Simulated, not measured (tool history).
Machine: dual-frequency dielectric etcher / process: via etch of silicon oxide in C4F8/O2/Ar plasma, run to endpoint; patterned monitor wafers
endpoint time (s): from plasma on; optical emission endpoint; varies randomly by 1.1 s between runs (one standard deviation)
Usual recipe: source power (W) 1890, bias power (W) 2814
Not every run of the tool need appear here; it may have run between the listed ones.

run	hour	source power (W)	bias power (W)	incoming incoming film thickness, nm	endpoint time (s)
1	0	1890	2814	1589.2	310.8
2	89.1	1890	2814	1589.5	311.8
3	128.3	1890	2814	1584	306.9
4	214.7	1890	2814	1593.9	309.4
5	302.5	1890	2355	1575.4	315.4
6	355.9	2230	2814	1585.2	283.6
7	441.1	2230	2814	1589.8	282.9
8	477.8	2230	2814	1599.9	285.9
9	569.1	1890	2814	1569	299.3
10	623.9	1890	2814	1575.5	299.7
11	669.7	1890	2814	1586.2	298.4
# hour 703.7: wet clean of the chamber
12	749.2	1890	2814	1594.3	312.2
13	853.6	1890	2814	1569.3	306.4
14	915.2	2350	2482	1565.5	283.3
15	957.8	1430	2312	1597.7	369
16	1031.3	1660	2358	1584.3	338
17	1114.4	1890	2814	1575	304
18	1220.1	1890	2814	1573.3	298.4
19	1266.1	2010	2574	1578	295.2
20	1348.3	1890	2814	1575.7	298.6
21	1455.1	1530	2355	1583.6	342
# hour 1501.2: wet clean of the chamber
# hour 1530.1: upper electrode replaced
22	1550.2	1890	2814	1591.2	313.8
23	1600.2	1890	2814	1586.7	311.8
24	1688.5	2250	2439	1579.8	293.8
25	1760.9	2070	3153	1592.7	290.9
26	1824.4	1890	2814	1591	308.6
27	1912.4	2010	2574	1604.8	304.8
# hour 1943.9: bias power generator calibrated
28	1963.2	1890	2814	1592.6	308.5
# hour 1992: source power generator calibrated
29	2056.4	2140	3512	1566.5	266.5
30	2129.8	2040	2276	1583.2	299.1

Run 31 has not been measured yet. What should we expect?
# hour 2168.4: wet clean of the chamber
31	2168.9	2180	2998	1585.3	?

endpoint time (s): 284.2
If the tool had no hidden condition, the same run with the same run-to-run variation would have returned endpoint time (s) 283.4.
